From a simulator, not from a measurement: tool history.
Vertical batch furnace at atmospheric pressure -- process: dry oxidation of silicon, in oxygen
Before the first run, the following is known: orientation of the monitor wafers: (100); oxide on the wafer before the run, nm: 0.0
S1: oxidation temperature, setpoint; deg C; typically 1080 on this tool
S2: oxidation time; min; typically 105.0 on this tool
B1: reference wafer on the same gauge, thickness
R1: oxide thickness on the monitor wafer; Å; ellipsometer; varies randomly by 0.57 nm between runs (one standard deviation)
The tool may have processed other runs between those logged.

run	day	S1	S2	B1	R1
1	0.000	1080	105.0	138.91	1451.6
2	1.554	1080	105.0	139.00	1445.9
3	2.938	1080	105.0	138.92	1459.0
4	4.992	1080	105.0	138.99	1454.8
5	7.050	1080	105.0	139.07	1438.6
6	9.104	1080	105.0	138.89	1464.1
7	12.733	1090	105.0	138.97	1557.6
8	15.083	1090	105.0	139.02	1553.1
9	16.642	1080	105.0	139.17	1449.6
10	19.350	1080	105.0	139.01	1443.4
11	21.446	1080	105.0	139.02	1450.1
12	24.433	1089	105.0	139.04	1539.6
13	25.538	1089	105.0	139.17	1551.2
14	27.225	1089	105.0	138.99	1540.4
15	28.800	1080	105.0	138.84	1460.6
# day 29.821: thermocouples replaced and temperature profile calibrated
16	31.192	1080	105.0	138.97	1451.2
17	33.471	1080	105.0	139.14	1456.0
18	36.129	1080	94.0	139.06	1350.6
# day 37.588: gauge calibrated
19	38.638	1080	105.0	138.94	1448.6
20	40.096	1064	105.0	138.98	1284.9
21	42.033	1080	72.5	138.97	1150.9
22	44.192	1080	105.0	138.95	1460.5
23	46.854	1057	78.5	138.86	1013.4
24	48.983	1066	130.5	138.91	1508.4
25	50.496	1080	105.0	138.98	1452.2
26	51.600	1080	53.5	139.03	947.6
# day 56.612: boat lift adjusted
27	60.388	1080	81.5	139.01	1243.9
28	62.446	1080	105.0	139.00	1459.8
29	65.433	1080	105.0	139.10	1441.7
30	67.488	1070	132.5	138.99	1568.0
31	69.083	1093	105.0	138.91	1586.3
32	72.067	1103	105.0	139.08	1701.1
33	74.758	1080	105.0	138.91	1443.8
34	77.025	1056	68.5	138.94	915.3
35	78.654	1080	105.0	139.08	1443.8
36	80.175	1073	154.5	138.93	1774.3
37	82.071	1095	81.0	138.91	1378.0
38	83.454	1080	105.0	139.10	1463.0

Below are 4 alternative next runs, each starting from the tool's condition after run 38. Predict each:
A	83.696	1080	105.0	?	?
B	83.696	1097	91.0	?	?
C	83.696	1090	84.0	?	?
D	83.696	1080	71.0	?	?

run	B1	R1
A	139.13	1455.6
B	139.13	1500.6
C	139.13	1360.4
D	139.13	1136.5
Without the tool's unlogged condition, the same runs would have read:
run	R1
A	1455.6
B	1500.6
C	1360.4
D	1136.5
